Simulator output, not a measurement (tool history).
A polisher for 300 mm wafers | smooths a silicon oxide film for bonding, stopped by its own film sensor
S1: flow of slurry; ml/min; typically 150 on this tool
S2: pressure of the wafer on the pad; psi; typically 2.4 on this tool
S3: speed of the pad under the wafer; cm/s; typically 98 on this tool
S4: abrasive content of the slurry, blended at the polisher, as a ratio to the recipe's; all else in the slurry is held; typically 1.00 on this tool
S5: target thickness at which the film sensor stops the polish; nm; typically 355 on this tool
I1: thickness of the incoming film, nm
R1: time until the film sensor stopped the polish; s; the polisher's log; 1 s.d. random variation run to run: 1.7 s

{"run": 1, "day": 0.0, "S1": 150, "S2": 2.4, "S3": 98, "S4": 1.0, "S5": 355, "I1": 408.6, "R1": 82.5}
{"day": 1.362, "done": "worn pad replaced by a new one"}
{"run": 2, "day": 2.296, "S1": 150, "S2": 2.4, "S3": 98, "S4": 1.0, "S5": 355, "I1": 408.9, "R1": 82.4}
{"run": 3, "day": 6.142, "S1": 150, "S2": 2.8, "S3": 98, "S4": 1.0, "S5": 355, "I1": 407.4, "R1": 67.4}
{"day": 6.446, "done": "slurry blender recalibrated"}
{"run": 4, "day": 10.221, "S1": 150, "S2": 2.8, "S3": 98, "S4": 1.0, "S5": 355, "I1": 406.3, "R1": 66.7}
{"run": 5, "day": 12.567, "S1": 150, "S2": 2.4, "S3": 98, "S4": 1.0, "S5": 355, "I1": 409.4, "R1": 83.5}
{"day": 13.679, "done": "worn pad replaced by a new one"}
{"run": 6, "day": 15.033, "S1": 150, "S2": 2.4, "S3": 98, "S4": 1.0, "S5": 355, "I1": 412.2, "R1": 85.8}
{"run": 7, "day": 17.696, "S1": 150, "S2": 2.4, "S3": 98, "S4": 1.0, "S5": 355, "I1": 408.2, "R1": 80.8}
{"run": 8, "day": 20.346, "S1": 150, "S2": 2.4, "S3": 98, "S4": 1.0, "S5": 355, "I1": 403.3, "R1": 73.1}
{"run": 9, "day": 23.675, "S1": 150, "S2": 2.4, "S3": 98, "S4": 1.0, "S5": 355, "I1": 405.4, "R1": 76.3}
{"day": 26.442, "done": "worn pad replaced by a new one"}
{"run": 10, "day": 26.717, "S1": 150, "S2": 2.4, "S3": 98, "S4": 1.0, "S5": 355, "I1": 416.9, "R1": 92.6}
{"day": 27.1, "done": "slurry nozzle cleaned"}
{"day": 27.95, "done": "slurry blender recalibrated"}
{"run": 11, "day": 30.971, "S1": 190, "S2": 2.4, "S3": 88, "S4": 1.15, "S5": 340, "I1": 407.2, "R1": 99.6}
{"run": 12, "day": 35.254, "S1": 150, "S2": 1.9, "S3": 98, "S4": 1.0, "S5": 355, "I1": 406.1, "R1": 100.3}
{"run": 13, "day": 38.05, "S1": 125, "S2": 2.4, "S3": 98, "S4": 1.0, "S5": 343, "I1": 402.8, "R1": 97.5}
{"day": 40.488, "done": "worn pad replaced by a new one"}
{"run": 14, "day": 40.508, "S1": 150, "S2": 3.2, "S3": 110, "S4": 0.8, "S5": 374, "I1": 404.1, "R1": 36.4}
{"run": 15, "day": 44.154, "S1": 150, "S2": 2.4, "S3": 68, "S4": 0.7, "S5": 355, "I1": 409.1, "R1": 144.7}
{"day": 45.083, "done": "head pressure recalibrated"}
{"day": 45.388, "done": "slurry blender recalibrated"}
{"run": 16, "day": 49.442, "S1": 150, "S2": 2.4, "S3": 98, "S4": 1.0, "S5": 355, "I1": 418.0, "R1": 98.5}
{"day": 52.608, "done": "slurry nozzle cleaned"}
{"day": 53.588, "done": "worn pad replaced by a new one"}
{"run": 17, "day": 53.608, "S1": 150, "S2": 2.4, "S3": 98, "S4": 1.0, "S5": 355, "I1": 411.8, "R1": 86.7}
{"run": 18, "day": 57.342, "S1": 150, "S2": 1.9, "S3": 98, "S4": 1.1, "S5": 355, "I1": 417.4, "R1": 111.6}
{"run": 19, "day": 60.892, "S1": 150, "S2": 2.4, "S3": 98, "S4": 1.0, "S5": 360, "I1": 410.3, "R1": 73.6}
{"day": 63.1, "done": "slurry blender recalibrated"}
{"run": 20, "day": 63.783, "S1": 150, "S2": 2.4, "S3": 98, "S4": 1.0, "S5": 355, "I1": 408.0, "R1": 81.2}

Here are 4 independent what-if runs from the current tool condition. What would each one return?
{"run": "A", "day": 63.8, "S1": 150, "S2": 2.4, "S3": 98, "S4": 1.0, "S5": 355, "I1": 408.1, "R1": "?"}
{"run": "B", "day": 63.8, "S1": 150, "S2": 2.0, "S3": 98, "S4": 1.15, "S5": 355, "I1": 408.1, "R1": "?"}
{"run": "C", "day": 63.8, "S1": 150, "S2": 2.4, "S3": 98, "S4": 0.8, "S5": 355, "I1": 408.1, "R1": "?"}
{"run": "D", "day": 63.8, "S1": 150, "S2": 3.1, "S3": 98, "S4": 1.0, "S5": 360, "I1": 408.1, "R1": "?"}

run=A R1=79.9
run=B R1=87.4
run=C R1=94.2
run=D R1=56.6
The same runs, with their run-to-run variation unchanged, on a tool lacking any hidden condition would have given:
run=A R1=79.9
run=B R1=87.4
run=C R1=94.2
run=D R1=56.6

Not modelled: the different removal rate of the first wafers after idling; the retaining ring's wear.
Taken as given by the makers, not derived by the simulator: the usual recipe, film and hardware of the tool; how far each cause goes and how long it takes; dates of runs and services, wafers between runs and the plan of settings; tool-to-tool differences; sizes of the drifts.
